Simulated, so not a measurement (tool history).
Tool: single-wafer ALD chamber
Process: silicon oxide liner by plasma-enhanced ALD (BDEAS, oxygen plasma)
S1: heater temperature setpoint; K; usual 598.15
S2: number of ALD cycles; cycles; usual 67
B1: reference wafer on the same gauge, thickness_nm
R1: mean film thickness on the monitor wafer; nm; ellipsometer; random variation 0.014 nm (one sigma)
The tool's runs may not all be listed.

run   hour      S1  S2     B1     R1
  1      0  598.15  67  6.536  5.681
  2     25  598.15  67  6.542  5.683
  3   52.4  598.15  67  6.545  5.715
  4   85.1  588.15  62  6.555  5.353
  5  117.7  588.15  62  6.569  5.366
  6  145.6  590.15  67  6.561  5.788
  7  179.2  590.15  67  6.577  5.791
  8    207  591.15  72   6.57  6.211
  9  225.7  591.15  72  6.574  6.241
 10    253  591.15  72  6.576  6.219
 11  286.9  598.15  71  6.575  6.067
 12  300.6  598.15  71  6.576  6.062
 13  346.3  598.15  67  6.588  5.703
 14  373.6  598.15  67  6.588  5.748
 15  408.6  598.15  67  6.589  5.736
 16  435.8  598.15  67  6.589  5.726
 17    454  602.15  67  6.594  5.722
 18  494.5  598.15  67  6.591  5.751
 19  528.5  598.15  67  6.598    5.7
 20  559.6  598.15  67  6.603  5.748
 21  592.3  598.15  67  6.596  5.735
     618.3  -- gauge calibrated
     624.4  -- thermocouple changed; heater temperature recalibrated
 22  624.9  598.15  67   6.47  5.614
 23  629.2  598.15  67  6.476  5.637
 24  656.8  603.15  57  6.487  4.761
 25    690  598.15  67   6.51  5.695
 26  717.4  598.15  67  6.523  5.665
 27  737.9  603.15  77  6.533  6.472
 28  761.1  593.15  72  6.539  6.179
 29  792.9  598.15  60  6.549  5.104
 30  827.4  598.15  63  6.565  5.361

Forecast run 31:
 31  849.3  610.15  57   ?   ?

{"run 31": {"B1": 6.57, "R1": 4.792}}
Without the tool's hidden state the same run would have given R1 4.713 nm.

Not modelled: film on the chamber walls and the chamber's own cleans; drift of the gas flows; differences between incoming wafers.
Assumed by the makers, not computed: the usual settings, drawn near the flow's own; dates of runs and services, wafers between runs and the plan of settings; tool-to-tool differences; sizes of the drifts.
